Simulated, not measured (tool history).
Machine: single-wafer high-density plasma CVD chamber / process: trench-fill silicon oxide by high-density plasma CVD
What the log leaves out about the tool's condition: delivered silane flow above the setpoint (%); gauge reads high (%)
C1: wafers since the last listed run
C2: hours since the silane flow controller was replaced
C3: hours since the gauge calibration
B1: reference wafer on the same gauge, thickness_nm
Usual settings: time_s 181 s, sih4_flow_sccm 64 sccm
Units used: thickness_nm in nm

{"run": 1, "hour": 0.0, "time_s": 181, "sih4_flow_sccm": 64, "C1": 0, "C2": 3171.7, "C3": 69.4, "B1": 965.792, "thickness_nm": 1193.364}
{"run": 2, "hour": 17.0, "time_s": 181, "sih4_flow_sccm": 64, "C1": 160, "C2": 3188.7, "C3": 86.4, "B1": 966.599, "thickness_nm": 1192.551}
{"run": 3, "hour": 31.7, "time_s": 181, "sih4_flow_sccm": 64, "C1": 138, "C2": 3203.4, "C3": 101.1, "B1": 966.808, "thickness_nm": 1190.22}
{"run": 4, "hour": 38.2, "time_s": 181, "sih4_flow_sccm": 64, "C1": 61, "C2": 3209.9, "C3": 107.6, "B1": 967.114, "thickness_nm": 1190.375}
{"hour": 75.3, "done": "silane flow controller replaced"}
{"run": 5, "hour": 77.4, "time_s": 181, "sih4_flow_sccm": 64, "C1": 294, "C2": 2.1, "C3": 146.8, "B1": 967.941, "thickness_nm": 1191.676}
{"run": 6, "hour": 84.6, "time_s": 181, "sih4_flow_sccm": 64, "C1": 67, "C2": 9.3, "C3": 154.0, "B1": 968.21, "thickness_nm": 1192.437}
{"run": 7, "hour": 95.2, "time_s": 181, "sih4_flow_sccm": 64, "C1": 99, "C2": 19.9, "C3": 164.6, "B1": 968.015, "thickness_nm": 1192.435}
{"run": 8, "hour": 106.0, "time_s": 181, "sih4_flow_sccm": 68, "C1": 101, "C2": 30.7, "C3": 175.4, "B1": 968.494, "thickness_nm": 1229.122}
{"run": 9, "hour": 122.9, "time_s": 181, "sih4_flow_sccm": 68, "C1": 159, "C2": 47.6, "C3": 192.3, "B1": 968.36, "thickness_nm": 1230.873}
{"run": 10, "hour": 130.0, "time_s": 171, "sih4_flow_sccm": 52, "C1": 66, "C2": 54.7, "C3": 199.4, "B1": 968.676, "thickness_nm": 1025.335}
{"run": 11, "hour": 144.2, "time_s": 211, "sih4_flow_sccm": 64, "C1": 133, "C2": 68.9, "C3": 213.6, "B1": 968.624, "thickness_nm": 1390.184}
{"hour": 146.2, "done": "gauge calibrated"}
{"run": 12, "hour": 154.0, "time_s": 181, "sih4_flow_sccm": 75, "C1": 92, "C2": 78.7, "C3": 7.8, "B1": 960.954, "thickness_nm": 1288.492}
{"run": 13, "hour": 168.5, "time_s": 149, "sih4_flow_sccm": 64, "C1": 136, "C2": 93.2, "C3": 22.3, "B1": 962.463, "thickness_nm": 975.007}
{"run": 14, "hour": 179.0, "time_s": 165, "sih4_flow_sccm": 56, "C1": 99, "C2": 103.7, "C3": 32.8, "B1": 962.928, "thickness_nm": 1014.111}
{"run": 15, "hour": 195.8, "time_s": 212, "sih4_flow_sccm": 72, "C1": 158, "C2": 120.5, "C3": 49.6, "B1": 964.55, "thickness_nm": 1478.38}
{"run": 16, "hour": 204.1, "time_s": 181, "sih4_flow_sccm": 64, "C1": 78, "C2": 128.8, "C3": 57.9, "B1": 964.542, "thickness_nm": 1188.053}
{"run": 17, "hour": 210.6, "time_s": 202, "sih4_flow_sccm": 64, "C1": 61, "C2": 135.3, "C3": 64.4, "B1": 965.337, "thickness_nm": 1328.384}
{"run": 18, "hour": 227.5, "time_s": 166, "sih4_flow_sccm": 64, "C1": 159, "C2": 152.2, "C3": 81.3, "B1": 965.712, "thickness_nm": 1093.371}

Across each entry between runs, compare the hidden state at the last listed run before it with the hidden state at the first listed run after it:
Between runs 4 and 5: silane flow controller replaced (hour 75.3)
  gauge reads high (%): 0.754 -> 0.833
  measured less the result without the state, thickness_nm: +8.914 -> +9.849 nm
Between runs 11 and 12: gauge calibrated (hour 146.2)
  gauge reads high (%): 0.897 -> 0.106
  measured less the result without the state, thickness_nm: +12.362 -> +1.368 nm

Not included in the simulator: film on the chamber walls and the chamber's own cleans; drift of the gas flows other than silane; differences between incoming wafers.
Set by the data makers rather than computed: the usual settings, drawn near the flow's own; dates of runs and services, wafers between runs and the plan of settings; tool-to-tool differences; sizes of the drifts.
